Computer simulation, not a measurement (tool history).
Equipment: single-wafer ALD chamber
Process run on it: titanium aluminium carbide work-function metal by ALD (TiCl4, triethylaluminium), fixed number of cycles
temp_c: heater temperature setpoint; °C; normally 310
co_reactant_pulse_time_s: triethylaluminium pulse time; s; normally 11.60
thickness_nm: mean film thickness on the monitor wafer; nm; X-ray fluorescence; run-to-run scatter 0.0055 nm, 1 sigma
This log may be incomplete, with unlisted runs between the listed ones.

run    hour  temp_c  co_reactant_pulse_time_s  wafers since the last listed run  hours since the last thermocouple change  hours since the last triethylaluminium bottle change  hours since the showerhead was replaced  hours since the gauge calibration  read-back reference wafer on the same gauge, thickness_nm  thickness_nm
  1     0.0     310                      8.90                                 0                                    1795.4                                                 667.1                                   4152.4                              393.8                                                      2.021         1.868
  2    38.2     310                      8.90                               234                                    1833.6                                                 705.3                                   4190.6                              432.0                                                      2.020         1.861
  3   130.8     310                      8.90                               569                                    1926.2                                                 797.9                                   4283.2                              524.6                                                      2.018         1.868
  4   194.5     310                     11.60                               391                                    1989.9                                                 861.6                                   4346.9                              588.3                                                      2.020         1.932
  5   248.7     310                     11.60                               333                                    2044.1                                                 915.8                                   4401.1                              642.5                                                      2.019         1.920
  6   345.8     310                     11.60                               596                                    2141.2                                                1012.9                                   4498.2                              739.6                                                      2.019         1.921
  7   397.8     313                     11.60                               319                                    2193.2                                                1064.9                                   4550.2                              791.6                                                      2.020         1.947
  8   444.7     313                     11.60                               288                                    2240.1                                                1111.8                                   4597.1                              838.5                                                      2.020         1.943
  9   549.8     313                     11.60                               646                                    2345.2                                                1216.9                                   4702.2                              943.6                                                      2.020         1.945
 10   628.6     310                     11.60                               484                                    2424.0                                                1295.7                                   4781.0                             1022.4                                                      2.021         1.925
 11   700.9     310                     11.60                               444                                    2496.3                                                1368.0                                   4853.3                             1094.7                                                      2.020         1.920
      722.0  -- gauge calibrated
 12   774.9     310                     11.60                               454                                    2570.3                                                1442.0                                   4927.3                               52.9                                                      2.021         1.917
 13   879.4     310                     11.60                               642                                    2674.8                                                1546.5                                   5031.8                              157.4                                                      2.021         1.922
      939.2  -- triethylaluminium bottle replaced
 14   948.9     310                     11.60                               378                                    2744.3                                                   9.7                                   5101.3                              226.9                                                      2.020         1.860
 15  1009.0     310                     11.60                               369                                    2804.4                                                  69.8                                   5161.4                              287.0                                                      2.019         1.854
 16  1061.6     302                      9.63                               323                                    2857.0                                                 122.4                                   5214.0                              339.6                                                      2.020         1.723
 17  1148.2     310                     11.60                               532                                    2943.6                                                 209.0                                   5300.6                              426.2                                                      2.020         1.823
 18  1229.0     310                     11.60                               496                                    3024.4                                                 289.8                                   5381.4                              507.0                                                      2.020         1.818
     1238.9  -- showerhead replaced
     1260.1  -- triethylaluminium bottle replaced, repeated, since the last time left the tool worse
     1272.8  -- thermocouple changed; heater temperature recalibrated
 19  1316.7     313                     11.60                               391                                      43.9                                                  56.6                                     77.8                              594.7                                                      2.020         1.980
 20  1361.6     300                     15.46                               276                                      88.8                                                 101.5                                    122.7                              639.6                                                      2.021         1.904
 21  1468.5     298                      8.99                               657                                     195.7                                                 208.4                                    229.6                              746.5                                                      2.020         1.815
 22  1506.6     303                     13.26                               234                                     233.8                                                 246.5                                    267.7                              784.6                                                      2.020         1.915
 23  1609.8     296                     15.51                               634                                     337.0                                                 349.7                                    370.9                              887.8                                                      2.019         1.879
 24  1661.4     310                     11.60                               317                                     388.6                                                 401.3                                    422.5                              939.4                                                      2.020         1.943
 25  1719.6     303                     10.26                               357                                     446.8                                                 459.5                                    480.7                              997.6                                                      2.020         1.865
 26  1804.2     297                     12.77                               520                                     531.4                                                 544.1                                    565.3                             1082.2                                                      2.020         1.851
     1829.4  -- gauge calibrated
 27  1860.7     321                      9.46                               347                                     587.9                                                 600.6                                    621.8                               31.3                                                      2.020         1.964
 28  1898.2     297                      7.28                               230                                     625.4                                                 638.1                                    659.3                               68.8                                                      2.020         1.720
 29  2005.2     321                     14.80                               657                                     732.4                                                 745.1                                    766.3                              175.8                                                      2.019         2.041
 30  2081.4     303                     13.26                               468                                     808.6                                                 821.3                                    842.5                              252.0                                                      2.020         1.907
 31  2175.8     296                     15.00                               580                                     903.0                                                 915.7                                    936.9                              346.4                                                      2.020         1.867
 32  2217.0     304                     13.58                               253                                     944.2                                                 956.9                                    978.1                              387.6                                                      2.020         1.915
 33  2306.6     310                     11.60                               550                                    1033.8                                                1046.5                                   1067.7                              477.2                                                      2.020         1.924

Consider 4 possible next runs. They are alternatives, not a sequence: every one starts from the tool as it was left by run 33. What does each give?
  A  2307.0     310                     11.60                                 2                                    1034.2                                                1046.9                                   1068.1                              477.6                                                          ?             ?
  B  2307.0     319                     11.60                                 2                                    1034.2                                                1046.9                                   1068.1                              477.6                                                          ?             ?
  C  2307.0     315                     13.17                                 2                                    1034.2                                                1046.9                                   1068.1                              477.6                                                          ?             ?
  D  2307.0     320                     14.88                                 2                                    1034.2                                                1046.9                                   1068.1                              477.6                                                          ?             ?

run  read-back reference wafer on the same gauge, thickness_nm  thickness_nm
  A                                                      2.020         1.934
  B                                                      2.020         1.999
  C                                                      2.020         1.992
  D                                                      2.020         2.045
Had the tool no hidden state, the same runs would have come out as:
run  thickness_nm
  A         1.964
  B         2.030
  C         2.015
  D         2.061
